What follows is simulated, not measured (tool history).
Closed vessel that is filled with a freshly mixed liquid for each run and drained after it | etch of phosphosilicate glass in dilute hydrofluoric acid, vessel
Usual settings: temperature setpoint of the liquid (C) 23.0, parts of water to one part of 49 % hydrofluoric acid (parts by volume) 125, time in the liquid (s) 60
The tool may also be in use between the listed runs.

run	hour	temperature setpoint of the liquid (C)	parts of water to one part of 49 % hydrofluoric acid (parts by volume)	time in the liquid (s)	read-back film thickness of the phosphosilicate glass reference wafer, read on the same gauge (nm)	thickness taken off the phosphosilicate glass on a monitor wafer (nm)
1	0.0	23.0	110	45	120.01	49.70
2	16.9	23.0	125	60	120.02	57.12
3	29.7	23.0	125	60	119.95	57.44
4	51.2	23.0	125	60	120.02	56.63
5	63.9	23.0	125	60	120.00	57.65
6	78.5	23.0	125	70	120.00	65.90
7	89.0	23.0	125	70	120.01	66.82
8	104.2	23.0	125	70	119.98	66.43
9	118.8	23.0	140	60	119.97	50.01
# hour 129.3: gauge calibrated
10	135.6	23.0	125	85	120.01	80.70
11	152.8	23.0	145	60	119.98	48.05
12	162.9	23.0	145	60	120.00	48.00
# hour 172.6: hydrofluoric acid flow meter replaced
13	173.7	23.0	125	60	120.02	56.68
14	190.6	23.0	155	60	120.00	44.05
# hour 201.1: thermometer replaced
15	207.7	23.0	155	60	120.04	48.94
16	213.9	26.0	95	45	120.03	72.53
17	225.5	26.0	95	45	119.99	72.28
18	237.3	25.0	125	50	120.03	56.78
19	249.7	27.5	125	80	120.01	100.21
20	279.5	24.5	160	60	120.01	49.96
21	294.5	23.0	125	75	120.01	78.65
22	304.4	25.0	165	45	120.00	36.57
23	317.3	18.5	125	60	120.00	51.96
24	333.2	19.5	75	95	120.04	150.86
25	348.3	28.0	125	60	119.99	76.16
26	354.7	23.0	140	60	120.04	54.91
27	364.1	23.0	95	60	120.00	85.30
28	379.3	23.0	125	60	120.01	62.65
29	396.6	18.5	180	45	119.99	25.56
30	408.4	25.5	80	95	119.98	180.49
31	415.9	21.0	125	60	119.99	57.44
32	422.2	23.0	155	50	120.01	40.82

4 ways to go on from here, each from the tool as it stands after run 32. What would each give?
A	422.9	23.0	125	60	?	?
B	422.9	25.0	80	35	?	?
C	422.9	21.5	150	70	?	?
D	422.9	23.0	175	45	?	?

run	read-back film thickness of the phosphosilicate glass reference wafer, read on the same gauge (nm)	thickness taken off the phosphosilicate glass on a monitor wafer (nm)
A	120.04	61.91
B	120.04	64.51
C	120.04	55.19
D	120.04	31.38
What these runs would have given with no unlogged condition in the tool:
run	thickness taken off the phosphosilicate glass on a monitor wafer (nm)
A	63.06
B	65.74
C	56.22
D	31.95
